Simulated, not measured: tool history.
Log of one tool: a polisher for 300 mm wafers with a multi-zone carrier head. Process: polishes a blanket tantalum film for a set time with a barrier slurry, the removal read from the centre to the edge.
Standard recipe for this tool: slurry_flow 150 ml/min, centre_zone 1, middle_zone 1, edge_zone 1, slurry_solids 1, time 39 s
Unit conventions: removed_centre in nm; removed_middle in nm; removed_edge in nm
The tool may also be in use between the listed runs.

run     day  slurry_flow  centre_zone  middle_zone  edge_zone  slurry_solids  time  wafers since the last listed run  wafers polished on this pad  hours since the slurry nozzle was cleaned  hours since the centre zone pressure was calibrated  hours since the edge zone pressure was calibrated  hours since the carrier head's membrane was replaced  incoming thickness of the incoming film, nm  removed_centre  removed_middle  removed_edge
  1       0          150            1            1          1              1    39                                 0                          868                                        140                                                  564                                              893.9                                                1111.9                                        240.6            77.3            81.1          82.3
  2   0.554          150            1            1          1              1    39                               140                         1009                                      153.3                                                577.3                                              907.2                                                1125.2                                        236.3            76.6            80.4          80.1
      1.329  -- worn pad replaced by a new one
  3    1.35          150            1            1          1              1    39                               159                            5                                      172.4                                                596.4                                              926.3                                                1144.3                                        243.2            75.3            80.6          80.1
  4   2.033          150            1            1          1              1    39                               173                          178                                      188.8                                                612.8                                              942.7                                                1160.7                                        240.2            77.6            79.1            82
  5    2.75          150            1            1          1              1    39                               181                          360                                        206                                                  630                                              959.9                                                1177.9                                        238.6            76.7            78.7          81.4
  6   3.912          150            1            1          1              1    39                               294                          654                                      233.9                                                657.9                                              987.8                                                1205.8                                        242.8            75.5            78.6          81.2
  7   5.354          150            1            1          1              1    39                               365                         1020                                      268.5                                                692.5                                             1022.4                                                1240.4                                        237.2            74.4              78          81.2
  8   6.525          150            1            1       0.94              1    39                               296                         1317                                      296.6                                                720.6                                             1050.5                                                1268.5                                        244.5            73.7            78.3          78.7
      7.158  -- worn pad replaced by a new one
  9   7.333          150            1            1       0.94              1    39                               162                           44                                        316                                                  740                                             1069.9                                                1287.9                                        236.7            74.7            77.4          80.7
      7.658  -- centre zone pressure recalibrated
 10   8.025          190         1.06            1          1              1    33                               154                          198                                      332.6                                                  8.8                                             1086.5                                                1304.5                                        239.6              72            69.3          69.7
      8.796  -- edge zone pressure recalibrated
 11   9.133          185            1         1.07       1.09              1    39                               259                          458                                      359.2                                                 35.4                                                8.1                                                1331.1                                        240.5              78            83.8          84.5
 12   9.921          150            1         0.96       1.06           1.15    26                               199                          658                                      378.1                                                 54.3                                                 27                                                  1350                                        236.9            50.9            53.1          56.5
     12.842  -- worn pad replaced by a new one
 13  12.862          150            1            1          1              1    26                               703                            5                                      448.7                                                124.9                                               97.6                                                1420.6                                        235.9            47.5            49.5          52.1
 14  13.838          150            1            1          1              1    39                               247                          252                                      472.1                                                148.3                                                121                                                  1444                                        239.2            69.8            75.5          78.3
     14.975  -- carrier head's membrane replaced by a new one
     16.442  -- slurry nozzle cleaned
 15  18.221          150         0.88          1.1          1            0.8    39                              1047                         1300                                       42.7                                                253.5                                              226.2                                                  77.9                                        241.2            63.2            76.6          73.9
     18.729  -- worn pad replaced by a new one
 16  19.021          150            1            1          1              1    39                               160                           73                                       61.9                                                272.7                                              245.4                                                  97.1                                        240.8            78.7            81.3          83.6

Estimate the outcome of run 17 from the log above:
 17  20.054          165         0.91            1          1            0.9    34                               261                          335                                       86.7                                                297.5                                              270.2                                                 121.9                                        240.2               ?               ?             ?

{"run 17": {"removed_centre": 59.7, "removed_middle": 69.5, "removed_edge": 69.6}}
Were there no unlogged condition in the tool, this run, its random variation unchanged, would have produced removed_centre 61.2 nm, removed_middle 71 nm, removed_edge 70.7 nm.

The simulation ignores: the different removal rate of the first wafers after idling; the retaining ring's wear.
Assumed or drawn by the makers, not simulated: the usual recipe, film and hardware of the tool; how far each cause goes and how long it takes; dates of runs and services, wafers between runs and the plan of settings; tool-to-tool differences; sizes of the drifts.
